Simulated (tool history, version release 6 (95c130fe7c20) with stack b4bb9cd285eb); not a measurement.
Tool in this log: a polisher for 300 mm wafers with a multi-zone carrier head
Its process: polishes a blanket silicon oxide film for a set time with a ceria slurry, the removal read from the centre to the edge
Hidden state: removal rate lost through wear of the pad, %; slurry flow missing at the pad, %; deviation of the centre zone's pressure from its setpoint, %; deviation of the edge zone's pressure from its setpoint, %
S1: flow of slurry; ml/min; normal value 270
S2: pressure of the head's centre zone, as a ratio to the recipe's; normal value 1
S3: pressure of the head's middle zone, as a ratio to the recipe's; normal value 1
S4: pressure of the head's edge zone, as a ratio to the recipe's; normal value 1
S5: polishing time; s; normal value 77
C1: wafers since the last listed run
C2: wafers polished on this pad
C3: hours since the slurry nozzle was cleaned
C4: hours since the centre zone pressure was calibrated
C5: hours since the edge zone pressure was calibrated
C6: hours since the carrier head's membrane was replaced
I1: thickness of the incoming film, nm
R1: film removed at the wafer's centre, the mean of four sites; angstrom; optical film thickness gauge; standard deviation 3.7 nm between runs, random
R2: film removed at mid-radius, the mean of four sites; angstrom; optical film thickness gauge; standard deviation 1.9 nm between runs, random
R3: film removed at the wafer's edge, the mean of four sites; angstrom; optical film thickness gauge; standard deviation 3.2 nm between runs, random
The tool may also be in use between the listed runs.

Run 1, hour 0: usual settings but S1 230 ml/min, S3 1.05; C1 0; C2 1079; C3 124.2; C4 757.3; C5 373.2; C6 239.3; I1 1490.8. Result: R1 2950 angstrom, R2 2937 angstrom, R3 2783 angstrom.
Run 2, hour 102.8: usual settings but S1 230 ml/min, S3 1.05; C1 599; C2 1678; C3 227; C4 860.1; C5 476; C6 342.1; I1 1500.8. Result: R1 2986 angstrom, R2 2947 angstrom, R3 2832 angstrom.
Run 3, hour 200.7: usual settings but S2 1.07; C1 570; C2 2249; C3 324.9; C4 958; C5 573.9; C6 440; I1 1511.9. Result: R1 3160 angstrom, R2 2867 angstrom, R3 2862 angstrom.
At hour 377.9: centre zone pressure recalibrated.
At hour 387.5: worn pad replaced by a new one.
At hour 453.8: slurry nozzle cleaned.
Run 4, hour 460.2: usual settings but S2 1.07; C1 1471; C2 417; C3 6.4; C4 82.3; C5 833.4; C6 699.5; I1 1512.8. Result: R1 3068 angstrom, R2 2882 angstrom, R3 2860 angstrom.
At hour 523.3: carrier head's membrane replaced by a new one.
Run 5, hour 545.8: usual settings but S4 0.91; C1 469; C2 887; C3 92; C4 167.9; C5 919; C6 22.5; I1 1493.4. Result: R1 2917 angstrom, R2 2862 angstrom, R3 2778 angstrom.
Run 6, hour 620.9: usual settings; C1 437; C2 1324; C3 167.1; C4 243; C5 994.1; C6 97.6; I1 1496.6. Result: R1 2991 angstrom, R2 2875 angstrom, R3 2914 angstrom.
Run 7, hour 727.3: usual settings; C1 619; C2 1944; C3 273.5; C4 349.4; C5 1100.5; C6 204; I1 1513.8. Result: R1 3027 angstrom, R2 2917 angstrom, R3 2860 angstrom.
At hour 761.9: edge zone pressure recalibrated.
Run 8, hour 812.4: usual settings but S4 1.1, S5 100 s; C1 484; C2 2429; C3 358.6; C4 434.5; C5 50.5; C6 289.1; I1 1517.4. Result: R1 3871 angstrom, R2 3738 angstrom, R3 3917 angstrom.
Run 9, hour 871.7: usual settings but S1 195 ml/min, S2 0.95; C1 345; C2 2774; C3 417.9; C4 493.8; C5 109.8; C6 348.4; I1 1491.5. Result: R1 2758 angstrom, R2 2779 angstrom, R3 2754 angstrom.
Run 10, hour 942.3: usual settings but S1 185 ml/min, S2 1.11, S4 1.1, S5 101 s; C1 411; C2 3185; C3 488.5; C4 564.4; C5 180.4; C6 419; I1 1481.3. Result: R1 4105 angstrom, R2 3550 angstrom, R3 3810 angstrom.
At hour 990.9: worn pad replaced by a new one.
Run 11, hour 991.4: usual settings; C1 262; C2 2; C3 537.6; C4 613.5; C5 229.5; C6 468.1; I1 1519.5. Result: R1 3068 angstrom, R2 2889 angstrom, R3 2882 angstrom.
Run 12, hour 1033: usual settings but S2 0.94; C1 242; C2 245; C3 579.2; C4 655.1; C5 271.1; C6 509.7; I1 1529.2. Result: R1 2853 angstrom, R2 2916 angstrom, R3 2848 angstrom.
At hour 1047.5: slurry nozzle cleaned.
Run 13, hour 1081.7: usual settings but S1 180 ml/min, S3 1.11, S4 1.1, S5 65 s; C1 277; C2 523; C3 34.2; C4 703.8; C5 319.8; C6 558.4; I1 1493.2. Result: R1 2431 angstrom, R2 2430 angstrom, R3 2406 angstrom.
Run 14, hour 1132.5: usual settings; C1 296; C2 819; C3 85; C4 754.6; C5 370.6; C6 609.2; I1 1517. Result: R1 3047 angstrom, R2 2883 angstrom, R3 2898 angstrom.
Run 15, hour 1233.5: usual settings; C1 588; C2 1407; C3 186; C4 855.6; C5 471.6; C6 710.2; I1 1504.4. Result: R1 3079 angstrom, R2 2855 angstrom, R3 2824 angstrom.
At hour 1253.6: carrier head's membrane replaced by a new one.
Run 16, hour 1298.9: usual settings but S3 0.96, S4 1.09; C1 351; C2 1759; C3 251.4; C4 921; C5 537; C6 45.3; I1 1519.2. Result: R1 3100 angstrom, R2 2849 angstrom, R3 2967 angstrom.
At hour 1309.2: centre zone pressure recalibrated.
Run 17, hour 1354.1: usual settings but S2 0.93, S3 0.9, S4 0.95, S5 89 s; C1 309; C2 2069; C3 306.6; C4 44.9; C5 592.2; C6 100.5; I1 1535.8. Result: R1 3143 angstrom, R2 3135 angstrom, R3 3313 angstrom.
Run 18, hour 1404.2: usual settings but S1 185 ml/min, S2 1.04, S3 0.93, S4 1.05; C1 291; C2 2361; C3 356.7; C4 95; C5 642.3; C6 150.6; I1 1511.4. Result: R1 2798 angstrom, R2 2597 angstrom, R3 2806 angstrom.
At hour 1627: slurry nozzle cleaned.
At hour 1633: worn pad replaced by a new one.
Run 19, hour 1703.3: usual settings but S3 0.97; C1 1713; C2 409; C3 76.3; C4 394.1; C5 941.4; C6 449.7; I1 1503.2. Result: R1 3051 angstrom, R2 2820 angstrom, R3 2880 angstrom.
Run 20, hour 1752.8: usual settings but S3 0.94; C1 288; C2 698; C3 125.8; C4 443.6; C5 990.9; C6 499.2; I1 1506.1. Result: R1 2991 angstrom, R2 2771 angstrom, R3 2918 angstrom.
Run 21, hour 1838.2: usual settings; C1 497; C2 1195; C3 211.2; C4 529; C5 1076.3; C6 584.6; I1 1522. Result: R1 3031 angstrom, R2 2874 angstrom, R3 2871 angstrom.
At hour 1905.5: carrier head's membrane replaced by a new one.
Run 22, hour 1910.7: usual settings; C1 393; C2 1588; C3 283.7; C4 601.5; C5 1148.8; C6 5.2; I1 1493.3. Result: R1 3027 angstrom, R2 2845 angstrom, R3 2915 angstrom.
At hour 1949.7: edge zone pressure recalibrated.
Run 23, hour 2004.8: usual settings; C1 536; C2 2125; C3 377.8; C4 695.6; C5 55.1; C6 99.3; I1 1498.7. Result: R1 3113 angstrom, R2 2900 angstrom, R3 2876 angstrom.

Table of differences, measured result less the result of that run with no hidden state. Run-to-run variation is the same in both. Gauge scatter possibly is not:
run    R1
  1  +181
  2  +191
  3  +207
  4   +57
  5  +100
  6  +135
  7  +172
  8  +247
  9  +187
 10  +292
 11  +227
 12  +216
 13  +188
 14  +241
 15  +251
 16  +257
 17   +51
 18   +75
 19  +201
 20  +209
 21  +228
 22  +238
 23  +256
R2 without the hidden state stays within 2 angstrom of what was measured, in all runs.
R3: measured minus the no-hidden-state value equals 0 in all runs.
